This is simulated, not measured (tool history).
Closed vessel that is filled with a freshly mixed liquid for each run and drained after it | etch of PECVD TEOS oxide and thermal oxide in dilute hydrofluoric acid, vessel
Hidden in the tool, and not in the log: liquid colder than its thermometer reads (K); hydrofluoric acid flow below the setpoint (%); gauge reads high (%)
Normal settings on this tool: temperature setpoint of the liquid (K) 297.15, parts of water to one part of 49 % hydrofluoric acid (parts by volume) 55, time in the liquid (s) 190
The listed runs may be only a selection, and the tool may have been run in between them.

run	hour	temperature setpoint of the liquid (K)	parts of water to one part of 49 % hydrofluoric acid (parts by volume)	time in the liquid (s)	wafers since the last listed run	hours since the thermometer was replaced	hours since the hydrofluoric acid flow meter was replaced	hours since the gauge calibration	read-back film thickness of the PECVD TEOS oxide reference wafer, read on the same gauge (nm)	read-back film thickness of the thermal oxide reference wafer, read on the same gauge (nm)	thickness taken off the PECVD TEOS oxide on a monitor wafer (Å)	thickness taken off the thermal oxide on a monitor wafer (Å)
1	0.0	297.15	55	190	0	2218.8	1706.7	131.1	100.02	69.98	523.0	156.1
2	10.0	297.15	55	190	1250	2228.8	1716.7	141.1	100.05	69.96	523.4	151.5
3	24.5	297.15	55	190	1813	2243.3	1731.2	155.6	99.97	69.98	523.8	154.6
4	34.7	297.15	55	280	1275	2253.5	1741.4	165.8	100.01	70.02	774.2	224.5
5	51.9	297.15	55	280	2151	2270.7	1758.6	183.0	99.99	70.02	775.2	228.3
6	68.4	297.15	65	190	2063	2287.2	1775.1	199.5	99.99	70.00	436.7	127.5
7	75.8	297.15	65	190	925	2294.6	1782.5	206.9	99.99	69.97	431.0	127.4
8	82.7	297.15	55	190	863	2301.5	1789.4	213.8	99.99	70.01	521.6	153.7
9	98.8	297.15	55	190	2013	2317.6	1805.5	229.9	100.05	69.99	523.6	154.1
10	107.7	297.15	55	190	1113	2326.5	1814.4	238.8	100.04	70.01	522.7	151.4
# hour 113.7: gauge calibrated
11	119.2	297.15	55	190	1438	2338.0	1825.9	5.5	100.00	69.98	530.9	154.0
12	135.8	294.65	35	240	2076	2354.6	1842.5	22.1	100.06	70.02	952.2	280.6
# hour 137.8: hydrofluoric acid flow meter replaced
13	164.8	297.15	70	190	3502	2383.6	27.0	51.1	100.03	70.00	375.8	108.9
14	173.1	297.15	55	190	1038	2391.9	35.3	59.4	100.04	69.99	492.6	142.3
15	181.4	300.65	30	135	1038	2400.2	43.6	67.7	100.02	70.02	767.1	223.4
# hour 202.3: hydrofluoric acid flow meter replaced, repeated, since the last time left the tool worse
16	224.7	294.65	35	240	5290	2443.5	22.4	111.0	100.00	69.99	1062.1	313.3
# hour 238.3: thermometer replaced
17	238.7	297.15	55	280	1626	0.4	36.4	125.0	100.01	70.00	861.5	253.1
18	244.8	301.15	70	190	762	6.5	42.5	131.1	100.00	70.01	517.9	156.0
19	262.4	295.15	40	160	2201	24.1	60.1	148.7	100.00	69.97	636.0	186.9
20	273.4	297.15	55	190	1375	35.1	71.1	159.7	100.03	69.99	583.1	171.4
21	280.8	301.15	55	190	925	42.5	78.5	167.1	100.04	70.02	675.9	201.2
22	294.1	294.15	55	190	1663	55.8	91.8	180.4	100.04	69.99	518.5	151.3
23	310.5	297.15	75	190	2051	72.2	108.2	196.8	100.04	70.01	415.0	122.2

For run 24, what comes out?
24	319.1	298.65	70	275	1075	80.8	116.8	205.4	?	?	?	?

Run 24 yielded read-back film thickness of the PECVD TEOS oxide reference wafer, read on the same gauge (nm) 99.97, read-back film thickness of the thermal oxide reference wafer, read on the same gauge (nm) 69.99, thickness taken off the PECVD TEOS oxide on a monitor wafer (Å) 690.8, thickness taken off the thermal oxide on a monitor wafer (Å) 202.8.
The same run, on a tool lacking any hidden state, would have yielded thickness taken off the PECVD TEOS oxide on a monitor wafer (Å) 696.3, thickness taken off the thermal oxide on a monitor wafer (Å) 204.5.
